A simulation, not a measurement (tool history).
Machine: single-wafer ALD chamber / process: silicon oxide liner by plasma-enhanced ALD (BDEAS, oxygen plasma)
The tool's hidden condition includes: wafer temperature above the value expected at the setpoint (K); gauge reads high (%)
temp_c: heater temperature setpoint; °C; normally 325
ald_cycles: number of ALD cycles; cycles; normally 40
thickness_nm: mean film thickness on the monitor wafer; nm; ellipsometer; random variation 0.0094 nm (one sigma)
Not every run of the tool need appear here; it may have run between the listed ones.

run   hour  temp_c  ald_cycles  wafers since the last listed run  hours since the last thermocouple change  hours since the gauge calibration  read-back reference wafer on the same gauge, thickness_nm  thickness_nm
  1      0     325          40                                 0                                     953.6                              106.4                                                      4.306         3.731
  2   33.5     325          40                               217                                     987.1                              139.9                                                      4.304         3.722
  3   47.3     334          44                                89                                    1000.9                              153.7                                                        4.3         4.051
  4   74.8     325          40                               178                                    1028.4                              181.2                                                      4.296         3.737
  5  100.5     325          40                               166                                    1054.1                              206.9                                                      4.294         3.719
  6  131.2     325          40                               198                                    1084.8                              237.6                                                      4.289         3.726
  7  155.5     325          40                               157                                    1109.1                              261.9                                                      4.285         3.729
  8  172.6     325          40                               110                                    1126.2                                279                                                      4.284           3.7
  9    185     335          43                                80                                    1138.6                              291.4                                                      4.283         3.968
 10  217.9     325          40                               213                                    1171.5                              324.3                                                      4.278          3.71
 11  235.1     325          40                               111                                    1188.7                              341.5                                                      4.275         3.702
 12    268     325          40                               213                                    1221.6                              374.4                                                      4.271         3.721
 13  296.1     329          40                               182                                    1249.7                              402.5                                                      4.268         3.682
 14  321.1     329          40                               161                                    1274.7                              427.5                                                      4.264         3.675
 15  347.8     329          40                               173                                    1301.4                              454.2                                                      4.262         3.679
 16  372.9     325          45                               162                                    1326.5                              479.3                                                      4.259         4.172
 17    408     331          37                               227                                    1361.6                              514.4                                                      4.252         3.375
 18  439.4     312          35                               203                                      1393                              545.8                                                      4.249         3.268
     442.7  -- gauge calibrated
 19  465.1     325          40                               166                                    1418.7                               22.4                                                      4.315         3.743
 20  487.2     325          42                               143                                    1440.8                               44.5                                                      4.315         3.924
       525  -- thermocouple changed; heater temperature recalibrated
 21  525.5     314          40                               196                                       0.5                               82.8                                                      4.304         3.787
 22  540.9     325          40                                99                                      15.9                               98.2                                                      4.305         3.735
 23  561.1     332          32                               130                                      36.1                              118.4                                                      4.303         2.952
 24  583.1     332          46                               142                                      58.1                              140.4                                                      4.301          4.25
 25  613.1     339          47                               194                                      88.1                              170.4                                                      4.296         4.298
 26  647.8     325          40                               224                                     122.8                              205.1                                                       4.29          3.73
 27  682.4     325          37                               224                                     157.4                              239.7                                                      4.287          3.44
 28  716.1     338          46                               218                                     191.1                              273.4                                                       4.28         4.201
 29  745.2     325          40                               188                                     220.2                              302.5                                                      4.275         3.711
 30  763.9     321          40                               121                                     238.9                              321.2                                                      4.273         3.733
 31  796.5     332          35                               211                                     271.5                              353.8                                                       4.27         3.217

Give the tool's hidden conditions for every run:
wafer temperature above the value expected at the setpoint (K): 0 on each run
H1: gauge reads high (%)
run      H1
  1  -0.302
  2  -0.403
  3  -0.445
  4  -0.528
  5  -0.605
  6  -0.698
  7  -0.772
  8  -0.823
  9  -0.861
 10   -0.96
 11   -1.01
 12   -1.11
 13    -1.2
 14   -1.27
 15   -1.35
 16   -1.43
 17   -1.53
 18   -1.63
 19  -0.128
 20  -0.194
 21   -0.31
 22  -0.357
 23  -0.418
 24  -0.484
 25  -0.575
 26   -0.68
 27  -0.784
 28  -0.886
 29  -0.974
 30   -1.03
 31   -1.13
